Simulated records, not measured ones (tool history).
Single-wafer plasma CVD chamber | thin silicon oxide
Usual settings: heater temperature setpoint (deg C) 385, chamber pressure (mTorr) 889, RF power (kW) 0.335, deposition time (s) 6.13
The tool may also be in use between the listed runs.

run	day	heater temperature setpoint (deg C)	chamber pressure (mTorr)	RF power (kW)	deposition time (s)	wafers since the last listed run	hours since the last thermocouple change	hours since the last RF generator calibration	hours since the last manometer calibration	hours since the showerhead was replaced	hours since the gauge calibration	read-back reference wafer on the same gauge, thickness_nm	mean film thickness on the monitor wafer (Å)
1	0	385	889	0.335	6.13	0	1662.8	1342.8	2334.1	7696.2	15.1	14.7	120.36
2	0.467	385	889	0.335	6.13	546	1674	1354	2345.3	7707.4	26.3	14.698	120.34
3	0.804	385	889	0.335	6.13	395	1682.1	1362.1	2353.4	7715.5	34.4	14.699	120.7
4	1.167	385	889	0.335	6.13	424	1690.8	1370.8	2362.1	7724.2	43.1	14.704	120.25
5	1.538	385	889	0.335	6.13	434	1699.7	1379.7	2371	7733.1	52	14.691	120.26
6	2.288	385	889	0.31	6.13	879	1717.7	1397.7	2389	7751.1	70	14.712	115.22
7	2.654	385	889	0.31	6.13	429	1726.5	1406.5	2397.8	7759.9	78.8	14.692	115.39
8	3.388	385	889	0.335	6.13	859	1744.1	1424.1	2415.4	7777.5	96.4	14.701	120.41
# day 3.854: thermocouple changed; heater temperature recalibrated
9	4.071	385	889	0.335	6.13	410	5.2	1440.5	2431.8	7793.9	112.8	14.7	120.06
10	4.425	385	889	0.335	6.13	415	13.7	1449	2440.3	7802.4	121.3	14.688	119.97
11	4.838	385	889	0.335	6.13	483	23.6	1458.9	2450.2	7812.3	131.2	14.7	119.9
12	5.196	385	889	0.335	6.13	420	32.2	1467.5	2458.8	7820.9	139.8	14.703	119.88
13	5.938	385	889	0.335	6.13	869	50	1485.3	2476.6	7838.7	157.6	14.708	119.51
14	6.475	385	1041	0.335	6.13	630	62.9	1498.2	2489.5	7851.6	170.5	14.709	135.15
15	6.962	385	889	0.335	6.13	571	74.6	1509.9	2501.2	7863.3	182.2	14.701	119.68
# day 7.596: gauge calibrated
# day 7.762: RF generator calibrated
16	7.783	385	889	0.285	5.73	571	94.3	0.5	2520.9	7883	4.5	14.709	101.84
# day 8.425: showerhead replaced
17	8.446	385	945	0.335	7.07	385	110.2	16.4	2536.8	0.5	20.4	14.694	144.45
# day 8.925: capacitance manometer re-zeroed and calibrated
18	8.946	378	889	0.365	6.9	195	122.2	28.4	0.5	12.5	32.4	14.699	150.85
19	9.083	385	785	0.335	6.13	161	125.5	31.7	3.8	15.8	35.7	14.704	115.91
20	9.667	385	889	0.335	5.64	683	139.5	45.7	17.8	29.8	49.7	14.698	117.23
21	10.038	385	817	0.37	4.98	434	148.4	54.6	26.7	38.7	58.6	14.694	102.18
22	10.579	385	889	0.285	6.13	634	161.4	67.6	39.7	51.7	71.6	14.688	116.2
23	11.162	385	889	0.335	6.13	683	175.4	81.6	53.7	65.7	85.6	14.686	127.61
24	11.467	385	889	0.335	7.06	356	182.7	88.9	61	73	92.9	14.709	146.65

5 ways to go on from here, each from the tool as it stands after run 24. What would each give?
A	11.483	385	889	0.335	6.13	19	183.1	89.3	61.4	73.4	93.3	?	?
B	11.483	385	1064	0.335	6.48	19	183.1	89.3	61.4	73.4	93.3	?	?
C	11.483	385	1089	0.365	7.08	19	183.1	89.3	61.4	73.4	93.3	?	?
D	11.483	394	1097	0.28	6.45	19	183.1	89.3	61.4	73.4	93.3	?	?
E	11.483	399	1061	0.38	5.48	19	183.1	89.3	61.4	73.4	93.3	?	?

run	read-back reference wafer on the same gauge, thickness_nm	mean film thickness on the monitor wafer (Å)
A	14.69	127.71
B	14.69	152.87
C	14.69	176.89
D	14.69	138.86
E	14.69	136.31
Without the tool's hidden state the same runs would have given:
run	mean film thickness on the monitor wafer (Å)
A	127.97
B	153.12
C	177.18
D	139.08
E	136.54
